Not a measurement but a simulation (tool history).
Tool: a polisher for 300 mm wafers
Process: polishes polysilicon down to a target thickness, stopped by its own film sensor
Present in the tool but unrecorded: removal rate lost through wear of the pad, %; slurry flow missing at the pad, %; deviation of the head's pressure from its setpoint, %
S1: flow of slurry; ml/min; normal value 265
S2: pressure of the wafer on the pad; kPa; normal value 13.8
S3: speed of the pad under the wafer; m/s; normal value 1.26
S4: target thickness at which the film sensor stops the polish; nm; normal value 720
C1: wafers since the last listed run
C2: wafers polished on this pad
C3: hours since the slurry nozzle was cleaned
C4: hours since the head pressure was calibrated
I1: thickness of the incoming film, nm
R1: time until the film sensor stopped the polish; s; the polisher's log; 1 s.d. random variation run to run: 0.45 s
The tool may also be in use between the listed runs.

run,hour,S1,S2,S3,S4,C1,C2,C3,C4,I1,R1
1,0.0,265,13.8,1.12,720,0,626,310.9,273.5,1114.0,45.5
2,16.7,265,13.8,1.26,720,130,757,327.6,290.2,1111.9,39.7
3,44.3,265,13.8,1.26,720,215,972,355.2,317.8,1095.1,38.3
# hour 51.6: head pressure recalibrated
4,61.2,265,13.8,1.26,720,116,1089,372.1,9.6,1102.8,41.9
5,92.3,265,13.8,1.26,720,242,1331,403.2,40.7,1130.2,44.4
# hour 107.6: worn pad replaced by a new one
6,114.9,265,12.4,1.26,720,145,57,425.8,63.3,1130.6,48.6
7,145.2,265,11.0,1.26,720,236,293,456.1,93.6,1112.6,51.1
8,168.5,265,11.0,1.26,720,181,475,479.4,116.9,1114.5,51.3
9,220.2,265,11.0,1.26,720,403,879,531.1,168.6,1131.3,52.3
10,233.1,305,13.8,1.26,720,100,980,544.0,181.5,1115.6,41.0
11,251.5,305,13.8,1.26,720,143,1123,562.4,199.9,1124.4,41.7
12,272.0,305,13.8,1.26,720,160,1283,582.9,220.4,1115.4,39.7
13,285.1,230,13.8,1.26,720,102,1386,596.0,233.5,1131.6,43.0
# hour 299.6: worn pad replaced by a new one
14,300.8,230,13.8,1.26,720,91,9,611.7,249.2,1109.3,40.2
# hour 319.1: head pressure recalibrated
15,321.5,265,13.8,0.96,821,146,155,632.4,2.4,1107.2,41.9
16,336.5,265,13.8,0.96,821,117,272,647.4,17.4,1129.4,45.4
17,351.8,190,15.9,1.42,779,119,392,662.7,32.7,1119.6,30.8
18,385.8,305,13.8,1.26,720,265,657,696.7,66.7,1130.3,44.9
19,416.6,265,17.2,1.64,777,240,898,727.5,97.5,1103.5,22.5
# hour 442.4: worn pad replaced by a new one
20,505.4,265,15.2,0.88,764,662,492,816.3,186.3,1096.9,46.6
21,538.0,265,13.8,1.26,720,254,746,848.9,218.9,1095.4,38.9
22,563.4,265,13.8,1.26,720,198,944,874.3,244.3,1112.4,41.1
23,594.5,265,13.8,0.96,785,242,1187,905.4,275.4,1134.8,47.5
# hour 600.5: head pressure recalibrated
# hour 601.8: worn pad replaced by a new one
24,625.9,235,13.8,0.86,762,219,188,936.8,25.4,1139.2,63.9
# hour 633.3: slurry nozzle cleaned
25,650.3,265,17.9,1.62,720,182,371,17.0,49.8,1126.8,28.1
26,662.4,265,15.2,1.26,720,94,465,29.1,61.9,1113.2,40.3
27,709.0,265,13.8,1.26,720,363,829,75.7,108.5,1111.9,43.1
28,728.3,265,13.8,1.26,720,150,980,95.0,127.8,1131.7,44.9
29,747.3,265,13.8,1.26,720,148,1128,114.0,146.8,1116.2,43.4
# hour 761.8: worn pad replaced by a new one
30,762.3,265,9.0,1.26,720,85,3,129.0,161.8,1102.4,59.5
31,783.3,265,15.2,0.88,764,163,167,150.0,182.8,1114.2,48.9
32,813.5,340,17.9,1.26,851,235,403,180.2,213.0,1109.5,21.2
33,836.3,220,11.0,0.86,820,178,581,203.0,235.8,1104.5,54.2

Consider 5 possible next runs. They are alternatives, not a sequence: every one starts from the tool as it was left by run 33. What does each give?
A,836.7,265,13.8,1.26,720,3,584,203.4,236.2,1128.6,?
B,836.7,235,13.8,1.26,720,3,584,203.4,236.2,1128.6,?
C,836.7,265,11.7,1.26,720,3,584,203.4,236.2,1128.6,?
D,836.7,180,13.8,1.04,720,3,584,203.4,236.2,1128.6,?
E,836.7,310,15.9,1.68,634,3,584,203.4,236.2,1128.6,?

run,R1
A,43.6
B,44.2
C,50.1
D,55.7
E,34.4
Stripped of hidden state, with their random variation kept, the same runs would have yielded:
run,R1
A,46.3
B,47.0
C,53.3
D,59.3
E,36.6

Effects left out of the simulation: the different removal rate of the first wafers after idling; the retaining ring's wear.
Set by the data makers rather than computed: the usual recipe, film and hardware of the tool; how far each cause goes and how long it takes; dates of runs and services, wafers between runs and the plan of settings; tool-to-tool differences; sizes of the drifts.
